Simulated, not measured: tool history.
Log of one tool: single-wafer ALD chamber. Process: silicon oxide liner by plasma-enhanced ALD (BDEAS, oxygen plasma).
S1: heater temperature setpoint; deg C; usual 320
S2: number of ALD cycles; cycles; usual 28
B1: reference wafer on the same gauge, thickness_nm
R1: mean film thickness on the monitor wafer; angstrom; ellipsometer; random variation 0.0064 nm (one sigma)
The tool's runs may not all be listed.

run,hour,S1,S2,B1,R1
1,0.0,320,28,2.954,25.68
2,10.0,320,28,2.950,25.61
3,22.0,320,28,2.948,25.61
4,35.8,320,28,2.949,25.46
5,81.3,320,28,2.946,25.60
6,94.4,320,28,2.949,25.63
7,98.7,320,28,2.951,25.58
8,108.9,320,28,2.952,25.71
9,123.0,327,24,2.955,21.68
10,133.2,333,24,2.949,21.48
11,147.0,334,24,2.950,21.49
12,158.9,320,28,2.952,25.60
13,174.6,331,23,2.948,20.68
14,182.4,320,28,2.951,25.59
15,199.7,333,23,2.952,20.57

Taken out of this log: 2 entries between the listed runs. Where each belongs, and how the hidden state differs across it:
Between runs 5 and 6: thermocouple changed; heater temperature recalibrated (hour 93.9)
  no hidden state differs between the two runs
Between runs 7 and 8: gauge calibrated (hour 108.1)
  no hidden state differs between the two runs
